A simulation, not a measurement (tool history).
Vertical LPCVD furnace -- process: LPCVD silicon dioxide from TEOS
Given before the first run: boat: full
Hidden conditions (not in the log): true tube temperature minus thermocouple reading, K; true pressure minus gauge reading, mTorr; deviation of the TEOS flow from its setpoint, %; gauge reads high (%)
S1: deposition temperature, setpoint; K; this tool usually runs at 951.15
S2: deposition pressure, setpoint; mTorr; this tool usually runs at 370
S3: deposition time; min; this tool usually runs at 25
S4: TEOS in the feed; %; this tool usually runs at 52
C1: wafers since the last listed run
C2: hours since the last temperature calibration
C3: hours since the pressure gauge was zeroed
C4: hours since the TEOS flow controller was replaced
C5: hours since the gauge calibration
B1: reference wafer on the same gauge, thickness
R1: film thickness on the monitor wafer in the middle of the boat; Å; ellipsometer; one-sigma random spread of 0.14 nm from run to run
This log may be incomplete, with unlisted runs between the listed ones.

run 1 day=0 | S1=951.15 S2=370 S3=33 S4=52 | C1=0 C2=2131 C3=4914.9 C4=3214 C5=70.2 | B1=110.31 | R1=1383.6
run 2 day=0.371 | S1=951.15 S2=370 S3=33 S4=52 | C1=111 C2=2139.9 C3=4923.8 C4=3222.9 C5=79.1 | B1=110.32 | R1=1383.4
run 3 day=0.829 | S1=951.15 S2=370 S3=33 S4=52 | C1=138 C2=2150.9 C3=4934.8 C4=3233.9 C5=90.1 | B1=110.27 | R1=1380.8
run 4 day=2.817 | S1=951.15 S2=310 S3=25 S4=52 | C1=598 C2=2198.6 C3=4982.5 C4=3281.6 C5=137.8 | B1=110.29 | R1=962.4
run 5 day=3.258 | S1=951.15 S2=310 S3=25 S4=52 | C1=133 C2=2209.2 C3=4993.1 C4=3292.2 C5=148.4 | B1=110.34 | R1=960.4
-- day=4.529 thermocouples replaced and temperature profile calibrated
run 6 day=4.775 | S1=951.15 S2=350 S3=25 S4=46 | C1=155 C2=5.9 C3=5029.5 C4=3328.6 C5=184.8 | B1=110.33 | R1=875.1
run 7 day=5.45 | S1=951.15 S2=350 S3=25 S4=46 | C1=203 C2=22.1 C3=5045.7 C4=3344.8 C5=201 | B1=110.31 | R1=878.4
run 8 day=5.983 | S1=951.15 S2=370 S3=18.5 S4=52 | C1=160 C2=34.9 C3=5058.5 C4=3357.6 C5=213.8 | B1=110.28 | R1=712.8
-- day=6.042 gauge calibrated
run 9 day=6.417 | S1=951.15 S2=370 S3=18.5 S4=52 | C1=130 C2=45.3 C3=5068.9 C4=3368 C5=9 | B1=110.25 | R1=715
run 10 day=7.058 | S1=951.15 S2=370 S3=25 S4=44 | C1=193 C2=60.7 C3=5084.3 C4=3383.4 C5=24.4 | B1=110.21 | R1=888.6
run 11 day=7.783 | S1=958.15 S2=310 S3=25 S4=52 | C1=218 C2=78.1 C3=5101.7 C4=3400.8 C5=41.8 | B1=110.34 | R1=1047.8
run 12 day=8.371 | S1=961.15 S2=320 S3=18.5 S4=49 | C1=176 C2=92.2 C3=5115.8 C4=3414.9 C5=55.9 | B1=110.29 | R1=821.8
-- day=9.608 TEOS flow controller replaced
-- day=9.812 pressure gauge zeroed
run 13 day=9.833 | S1=951.15 S2=370 S3=18.5 S4=52 | C1=77 C2=127.3 C3=0.5 C4=5.4 C5=91 | B1=110.29 | R1=719.8
run 14 day=9.988 | S1=939.15 S2=445 S3=16 S4=57 | C1=46 C2=131 C3=4.2 C4=9.1 C5=94.7 | B1=110.33 | R1=532.1
run 15 day=10.3 | S1=940.15 S2=340 S3=28.5 S4=52 | C1=94 C2=138.5 C3=11.7 C4=16.6 C5=102.2 | B1=110.36 | R1=811.5
run 16 day=11.138 | S1=951.15 S2=370 S3=33 S4=52 | C1=252 C2=158.6 C3=31.8 C4=36.7 C5=122.3 | B1=110.32 | R1=1286.6
run 17 day=11.733 | S1=951.15 S2=370 S3=25 S4=48 | C1=179 C2=172.9 C3=46.1 C4=51 C5=136.6 | B1=110.3 | R1=939.3
run 18 day=12.458 | S1=957.15 S2=370 S3=18 S4=52 | C1=218 C2=190.3 C3=63.5 C4=68.4 C5=154 | B1=110.28 | R1=811.9

4 options for the next run, each taken on its own from the tool as it stands now. Forecast them:
run A day=12.617 | S1=940.15 S2=370 S3=25 S4=52 | C1=47 C2=194.1 C3=67.3 C4=72.2 C5=157.8 | B1=? | R1=?
run B day=12.617 | S1=960.15 S2=340 S3=25 S4=52 | C1=47 C2=194.1 C3=67.3 C4=72.2 C5=157.8 | B1=? | R1=?
run C day=12.617 | S1=951.15 S2=445 S3=31 S4=52 | C1=47 C2=194.1 C3=67.3 C4=72.2 C5=157.8 | B1=? | R1=?
run D day=12.617 | S1=956.15 S2=295 S3=25 S4=57 | C1=47 C2=194.1 C3=67.3 C4=72.2 C5=157.8 | B1=? | R1=?

run=A B1=110.33 R1=747.4
run=B B1=110.33 R1=1166
run=C B1=110.33 R1=1332
run=D B1=110.33 R1=1033.3
Had the tool no hidden state, the same runs would have come out as:
run=A R1=724.6
run=B R1=1131.9
run=C R1=1292.3
run=D R1=1002.8

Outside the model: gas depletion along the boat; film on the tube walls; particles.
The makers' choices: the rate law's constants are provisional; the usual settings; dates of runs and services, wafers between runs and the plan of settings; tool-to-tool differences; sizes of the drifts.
